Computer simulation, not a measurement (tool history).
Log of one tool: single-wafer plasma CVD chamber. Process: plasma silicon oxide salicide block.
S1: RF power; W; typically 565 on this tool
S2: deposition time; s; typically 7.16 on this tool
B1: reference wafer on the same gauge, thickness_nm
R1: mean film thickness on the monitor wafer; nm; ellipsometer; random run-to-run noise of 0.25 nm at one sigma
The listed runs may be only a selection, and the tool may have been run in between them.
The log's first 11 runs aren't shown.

{"run": 12, "hour": 129.9, "S1": 655, "S2": 7.16, "B1": 59.074, "R1": 76.634}
{"run": 13, "hour": 145.3, "S1": 565, "S2": 7.58, "B1": 59.119, "R1": 77.389}
{"run": 14, "hour": 159.9, "S1": 565, "S2": 7.58, "B1": 59.184, "R1": 77.464}
{"run": 15, "hour": 174.8, "S1": 565, "S2": 7.16, "B1": 59.141, "R1": 73.476}
{"hour": 188.7, "done": "gauge calibrated"}
{"run": 16, "hour": 210.0, "S1": 565, "S2": 7.16, "B1": 59.196, "R1": 73.14}
{"run": 17, "hour": 224.0, "S1": 565, "S2": 7.16, "B1": 59.094, "R1": 73.144}
{"run": 18, "hour": 230.7, "S1": 630, "S2": 7.16, "B1": 59.201, "R1": 75.877}
{"run": 19, "hour": 248.1, "S1": 630, "S2": 7.16, "B1": 59.07, "R1": 75.791}
{"hour": 259.4, "done": "showerhead replaced"}
{"run": 20, "hour": 259.9, "S1": 540, "S2": 7.16, "B1": 59.171, "R1": 72.714}
{"run": 21, "hour": 274.6, "S1": 565, "S2": 7.16, "B1": 59.064, "R1": 73.325}
{"run": 22, "hour": 288.8, "S1": 520, "S2": 7.95, "B1": 59.054, "R1": 79.709}
{"run": 23, "hour": 304.9, "S1": 630, "S2": 7.63, "B1": 59.215, "R1": 80.912}
{"run": 24, "hour": 320.5, "S1": 565, "S2": 7.16, "B1": 59.113, "R1": 73.179}
{"run": 25, "hour": 334.8, "S1": 680, "S2": 6.19, "B1": 59.044, "R1": 66.989}
{"hour": 350.9, "done": "RF generator calibrated"}
{"run": 26, "hour": 351.4, "S1": 470, "S2": 8.33, "B1": 59.188, "R1": 81.203}
{"run": 27, "hour": 355.7, "S1": 565, "S2": 7.16, "B1": 59.133, "R1": 72.952}
{"run": 28, "hour": 370.0, "S1": 475, "S2": 5.76, "B1": 59.042, "R1": 55.857}
{"run": 29, "hour": 385.1, "S1": 625, "S2": 6.77, "B1": 59.093, "R1": 71.383}
{"run": 30, "hour": 395.6, "S1": 565, "S2": 7.58, "B1": 59.105, "R1": 77.877}
{"run": 31, "hour": 407.3, "S1": 540, "S2": 7.16, "B1": 59.062, "R1": 72.588}
{"run": 32, "hour": 414.5, "S1": 460, "S2": 6.32, "B1": 59.176, "R1": 60.945}
{"run": 33, "hour": 427.5, "S1": 470, "S2": 6.74, "B1": 59.115, "R1": 65.334}

Run 34, settings as shown, results not yet in. Your forecast:
{"run": 34, "hour": 441.8, "S1": 565, "S2": 7.82, "B1": "?", "R1": "?"}

Logged for run 34: B1 59.067, R1 79.717 nm.
With no hidden state in the tool, this same run would have given R1 79.717 nm.
